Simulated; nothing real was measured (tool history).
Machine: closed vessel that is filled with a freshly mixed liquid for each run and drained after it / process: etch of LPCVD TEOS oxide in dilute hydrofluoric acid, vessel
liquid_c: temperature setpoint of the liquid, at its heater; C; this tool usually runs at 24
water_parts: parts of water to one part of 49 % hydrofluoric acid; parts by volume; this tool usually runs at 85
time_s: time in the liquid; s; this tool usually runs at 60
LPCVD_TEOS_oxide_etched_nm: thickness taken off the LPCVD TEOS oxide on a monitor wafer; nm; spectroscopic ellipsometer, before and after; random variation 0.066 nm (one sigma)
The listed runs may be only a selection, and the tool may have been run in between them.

run	day	liquid_c	water_parts	time_s	wafers since the last listed run	hours since the thermometer was replaced	hours since the hydrofluoric acid flow meter was replaced	hours since the gauge calibration	read-back film thickness of the LPCVD TEOS oxide reference wafer, read on the same gauge (nm)	LPCVD_TEOS_oxide_etched_nm
1	0	24	85	60	0	556.6	963.4	326.7	139.99	15.4
# day 2.946: thermometer replaced
2	4.496	24	85	60	9793	37.2	1071.3	434.6	139.98	15.89
3	8.129	24	85	60	7988	124.4	1158.5	521.8	140	15.89
4	11.017	24	85	60	6348	193.7	1227.8	591.1	140.01	15.79
5	13.746	24	85	60	6000	259.2	1293.3	656.6	140.01	15.68
6	16.804	24	85	60	6724	332.6	1366.7	730	140	15.57
7	18.404	24	115	60	3517	371	1405.1	768.4	139.98	11.04
# day 21.612: gauge calibrated
8	22.183	24	115	60	8308	461.7	1495.8	13.7	140.02	10.97
9	23.779	24	115	60	3508	500	1534.1	52	140	10.97
# day 24.262: thermometer replaced
10	27.738	24	75	60	8611	83.4	1629.1	147	140.02	18.54
11	32.175	24	50	85	9756	189.9	1735.6	253.5	140.02	39.62

Run 12 comes next. What will it give?
12	33.946	24	85	60	3893	232.4	1778.1	296	?	?

read-back film thickness of the LPCVD TEOS oxide reference wafer, read on the same gauge (nm): 139.99
LPCVD_TEOS_oxide_etched_nm: 15.77 nm
Take away the tool's hidden state, keep the run-to-run variation as it was, and the same run would have given LPCVD_TEOS_oxide_etched_nm 16.09 nm.
